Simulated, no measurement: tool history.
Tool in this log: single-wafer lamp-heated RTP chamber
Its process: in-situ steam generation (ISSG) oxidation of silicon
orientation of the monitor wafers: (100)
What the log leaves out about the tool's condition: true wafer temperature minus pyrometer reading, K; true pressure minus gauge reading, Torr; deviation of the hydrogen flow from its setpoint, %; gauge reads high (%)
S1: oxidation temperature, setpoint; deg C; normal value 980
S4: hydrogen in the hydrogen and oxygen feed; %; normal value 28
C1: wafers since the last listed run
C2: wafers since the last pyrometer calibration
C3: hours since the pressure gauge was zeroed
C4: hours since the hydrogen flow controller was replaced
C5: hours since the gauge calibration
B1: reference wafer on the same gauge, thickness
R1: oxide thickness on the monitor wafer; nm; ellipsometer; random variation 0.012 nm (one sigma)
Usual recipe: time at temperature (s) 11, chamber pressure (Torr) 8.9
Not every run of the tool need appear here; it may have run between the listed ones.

Run 1, hour 0: usual settings; C1 0; C2 4699; C3 1709.5; C4 3720.5; C5 157.8; B1 3.648. Result: R1 4.422 nm.
Run 2, hour 27.1: usual settings; C1 442; C2 5142; C3 1736.6; C4 3747.6; C5 184.9; B1 3.652. Result: R1 4.427 nm.
Run 3, hour 60: usual settings; C1 537; C2 5680; C3 1769.5; C4 3780.5; C5 217.8; B1 3.651. Result: R1 4.423 nm.
Run 4, hour 76.6: usual settings; C1 271; C2 5951; C3 1786.1; C4 3797.1; C5 234.4; B1 3.652. Result: R1 4.426 nm.
Run 5, hour 97.8: usual settings; C1 346; C2 6297; C3 1807.3; C4 3818.3; C5 255.6; B1 3.653. Result: R1 4.425 nm.
At hour 102: gauge calibrated.
Run 6, hour 118.4: usual settings; C1 336; C2 6634; C3 1827.9; C4 3838.9; C5 16.4; B1 3.629. Result: R1 4.389 nm.
At hour 138.9: pressure gauge zeroed.
At hour 142.6: hydrogen flow controller replaced.
Run 7, hour 143.1: usual settings but S1 968 deg C; C1 212; C2 6846; C3 4.2; C4 0.5; C5 41.1; B1 3.634. Result: R1 4.257 nm.
At hour 166.4: pyrometer window cleaned and pyrometer calibrated.
Run 8, hour 174.5: usual settings but S1 991 deg C, S4 19 %; C1 382; C2 132; C3 35.6; C4 31.9; C5 72.5; B1 3.64. Result: R1 4.132 nm.
Run 9, hour 191.2: usual settings but S1 963 deg C, time at temperature (s) 14, chamber pressure (Torr) 9.4, S4 22 %; C1 272; C2 405; C3 52.3; C4 48.6; C5 89.2; B1 3.644. Result: R1 4.316 nm.
Run 10, hour 210.7: usual settings but S1 996 deg C, time at temperature (s) 15, S4 32 %; C1 318; C2 724; C3 71.8; C4 68.1; C5 108.7; B1 3.647. Result: R1 5.455 nm.
Run 11, hour 242.4: usual settings but S1 987 deg C, time at temperature (s) 7, chamber pressure (Torr) 10.1, S4 32 %; C1 517; C2 1241; C3 103.5; C4 99.8; C5 140.4; B1 3.648. Result: R1 3.815 nm.
Run 12, hour 268.3: usual settings but time at temperature (s) 10, chamber pressure (Torr) 7.5; C1 423; C2 1665; C3 129.4; C4 125.7; C5 166.3; B1 3.649. Result: R1 4.305 nm.
Run 13, hour 287.4: usual settings but S1 962 deg C, time at temperature (s) 14, chamber pressure (Torr) 8.1, S4 32 %; C1 312; C2 1977; C3 148.5; C4 144.8; C5 185.4; B1 3.651. Result: R1 4.823 nm.
Run 14, hour 303.1: usual settings but S1 994 deg C, S4 22 %; C1 256; C2 2233; C3 164.2; C4 160.5; C5 201.1; B1 3.653. Result: R1 4.332 nm.
At hour 323.2: gauge calibrated.
Run 15, hour 323.2: usual settings; C1 328; C2 2561; C3 184.3; C4 180.6; C5 0; B1 3.615. Result: R1 4.404 nm.

Predict each of these 5 candidate next runs independently; none follows another, all start after run 15:
Run A, hour 323.6: usual settings; C1 6; C2 2568; C3 184.7; C4 181; C5 0.4; B1 ?. Result: R1 ?.
Run B, hour 323.6: usual settings but S1 973 deg C, time at temperature (s) 10, S4 32 %; C1 6; C2 2568; C3 184.7; C4 181; C5 0.4; B1 ?. Result: R1 ?.
Run C, hour 323.6: usual settings but S1 996 deg C; C1 6; C2 2568; C3 184.7; C4 181; C5 0.4; B1 ?. Result: R1 ?.
Run D, hour 323.6: usual settings but S1 993 deg C, time at temperature (s) 9, S4 25 %; C1 6; C2 2568; C3 184.7; C4 181; C5 0.4; B1 ?. Result: R1 ?.
Run E, hour 323.6: usual settings but S1 989 deg C, chamber pressure (Torr) 9.8; C1 6; C2 2568; C3 184.7; C4 181; C5 0.4; B1 ?. Result: R1 ?.

run     B1     R1
  A  3.617  4.379
  B  3.617  4.295
  C  3.617  4.599
  D  3.617  4.078
  E  3.617  4.417
With the hidden condition removed and each run's random variation left untouched, the same runs would have given:
run     R1
  A  4.383
  B  4.299
  C  4.603
  D  4.082
  E  4.421

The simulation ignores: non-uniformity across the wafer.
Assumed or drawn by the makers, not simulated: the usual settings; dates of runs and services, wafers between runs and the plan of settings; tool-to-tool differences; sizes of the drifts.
